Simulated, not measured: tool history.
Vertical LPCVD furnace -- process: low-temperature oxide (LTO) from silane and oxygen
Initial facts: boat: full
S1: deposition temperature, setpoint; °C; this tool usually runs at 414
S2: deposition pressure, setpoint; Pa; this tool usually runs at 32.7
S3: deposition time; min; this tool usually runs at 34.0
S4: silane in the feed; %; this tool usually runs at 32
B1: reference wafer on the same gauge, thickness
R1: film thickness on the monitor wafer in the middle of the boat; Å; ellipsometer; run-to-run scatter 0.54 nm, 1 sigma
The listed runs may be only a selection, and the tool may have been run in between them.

run   hour   S1    S2    S3  S4      B1      R1
  1    0.0  414  32.7  34.0  32  295.00  2945.0
  2   42.0  414  32.7  34.0  32  295.02  2958.2
  3   78.9  414  32.7  34.0  32  295.13  2962.0
  4  149.0  414  32.7  23.5  32  294.92  2043.0
     244.9  -- thermocouples replaced and temperature profile calibrated
  5  245.4  414  32.7  23.5  32  295.19  1956.7
  6  304.4  414  32.7  23.5  32  294.96  1952.6
     374.2  -- gauge calibrated
  7  394.4  414  32.7  34.0  32  294.77  2849.9
     460.6  -- silane flow controller replaced
  8  461.1  414  40.0  34.0  35  295.25  3910.4
  9  507.7  414  32.7  34.0  32  295.08  2841.1
     535.5  -- pressure gauge zeroed
 10  552.1  418  32.7  38.0  34  295.11  3598.3
 11  618.2  414  32.7  34.0  32  294.93  2842.9
 12  672.9  414  39.3  22.5  32  294.96  2260.8

Forecast run 13:
 13  764.4  414  40.7  34.0  32   ?   ?

Run 13 gave B1 295.10, R1 3549.8 Å.
Minus the tool's unlogged condition, the same run would have read R1 3521.0 Å.
